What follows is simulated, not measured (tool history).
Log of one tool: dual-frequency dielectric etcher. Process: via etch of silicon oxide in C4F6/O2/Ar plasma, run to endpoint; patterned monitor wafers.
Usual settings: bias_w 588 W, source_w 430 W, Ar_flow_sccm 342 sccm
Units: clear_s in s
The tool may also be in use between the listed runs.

run   hour  bias_w  source_w  Ar_flow_sccm  wafers since the last listed run  hours since the last wet clean  hours since the last bias power generator calibration  hours since the last source power generator calibration  hours since the last Ar flow controller change  hours since the last upper electrode change  incoming incoming film thickness, nm  clear_s
  1      0     588       430           342                                 0                           319.7                                                 4228.4                                                   4592.3                                          5060.6                                       4405.4                                 146.3     29.4
  2   16.3     588       430           342                               222                             336                                                 4244.7                                                   4608.6                                          5076.9                                       4421.7                                 147.4     29.8
  3   23.1     588       430           342                                92                           342.8                                                 4251.5                                                   4615.4                                          5083.7                                       4428.5                                 146.9     29.9
  4   33.6     588       430           342                               143                           353.3                                                   4262                                                   4625.9                                          5094.2                                         4439                                 148.5       30
      62.7  -- wet clean of the chamber
  5   63.2     588       430           342                                76                             0.5                                                 4291.6                                                   4655.5                                          5123.8                                       4468.6                                 150.2       29
  6   97.8     588       460           342                               471                            35.1                                                 4326.2                                                   4690.1                                          5158.4                                       4503.2                                 148.9     28.5
     122.9  -- upper electrode replaced
  7  123.4     588       460           342                                21                            60.7                                                 4351.8                                                   4715.7                                            5184                                          0.5                                 146.9     28.2
  8  123.7     588       460           342                                 4                              61                                                 4352.1                                                     4716                                          5184.3                                          0.8                                 147.4     28.4
  9  138.1     588       430           342                               196                            75.4                                                 4366.5                                                   4730.4                                          5198.7                                         15.2                                 148.5     29.1
 10  155.5     588       430           342                               237                            92.8                                                 4383.9                                                   4747.8                                          5216.1                                         32.6                                 148.6     29.2
 11    164     480       510           342                               115                           101.3                                                 4392.4                                                   4756.3                                          5224.6                                         41.1                                   149     29.8
     176.9  -- source power generator calibrated
 12  178.5     715       430           264                               143                           115.8                                                 4406.9                                                      1.6                                          5239.1                                         55.6                                 148.5     26.4
 13  190.3     588       430           342                               160                           127.6                                                 4418.7                                                     13.4                                          5250.9                                         67.4                                 147.8     29.3
 14  227.5     637       390           374                               507                           164.8                                                 4455.9                                                     50.6                                          5288.1                                        104.6                                   148     29.7
 15    236     588       430           296                               115                           173.3                                                 4464.4                                                     59.1                                          5296.6                                        113.1                                   148     29.2
 16  249.1     588       430           342                               178                           186.4                                                 4477.5                                                     72.2                                          5309.7                                        126.2                                 148.2     29.4
 17  255.4     629       400           263                                85                           192.7                                                 4483.8                                                     78.5                                            5316                                        132.5                                 147.8     28.6
     265.7  -- Ar flow controller replaced
     267.3  -- bias power generator calibrated
 18  270.1     588       500           276                                97                           207.4                                                    2.8                                                     93.2                                             4.4                                        147.2                                 149.1     27.8
 19  281.6     685       340           342                               156                           218.9                                                   14.3                                                    104.7                                            15.9                                        158.7                                 148.7     30.1
 20  298.1     588       430           342                               225                           235.4                                                   30.8                                                    121.2                                            32.4                                        175.2                                   149     29.9
 21  304.5     588       540           342                                87                           241.8                                                   37.2                                                    127.6                                            38.8                                        181.6                                 148.7     27.7
 22  317.5     674       390           369                               177                           254.8                                                   50.2                                                    140.6                                            51.8                                        194.6                                 147.3     29.2
 23  324.1     588       430           342                                90                           261.4                                                   56.8                                                    147.2                                            58.4                                        201.2                                 148.8     30.1
 24  336.1     588       400           410                               163                           273.4                                                   68.8                                                    159.2                                            70.4                                        213.2                                 147.9     30.9
     371.8  -- wet clean of the chamber
 25  372.3     588       470           342                               166                             0.5                                                    105                                                    195.4                                           106.6                                        249.4                                 147.6     27.8
 26  372.6     487       460           342                                 4                             0.8                                                  105.3                                                    195.7                                           106.9                                        249.7                                 148.8     30.4
 27    373     588       530           388                                 5                             1.2                                                  105.7                                                    196.1                                           107.3                                        250.1                                 149.1     27.1
 28  381.1     705       430           419                               110                             9.3                                                  113.8                                                    204.2                                           115.4                                        258.2                                 146.7     26.9

The same runs without the tool's hidden state, with the same run-to-run variation:
The hidden state here: etch rate over this chamber's usual, %; bias power that arrives over what is set, %; source power that arrives over what is set, %; Ar flow that arrives over what is set, %.
run  clear_s
  1     28.2
  2     28.6
  3     28.6
  4     28.7
  5     28.9
  6     28.3
  7     27.8
  8     28.1
  9     28.8
 10     28.8
 11     29.3
 12     25.9
 13     28.7
 14     28.9
 15     28.4
 16     28.6
 17     27.8
 18       27
 19     29.2
 20     28.9
 21     26.8
 22     28.2
 23     28.9
 24     29.7
 25       28
 26     30.6
 27     27.3
 28       27
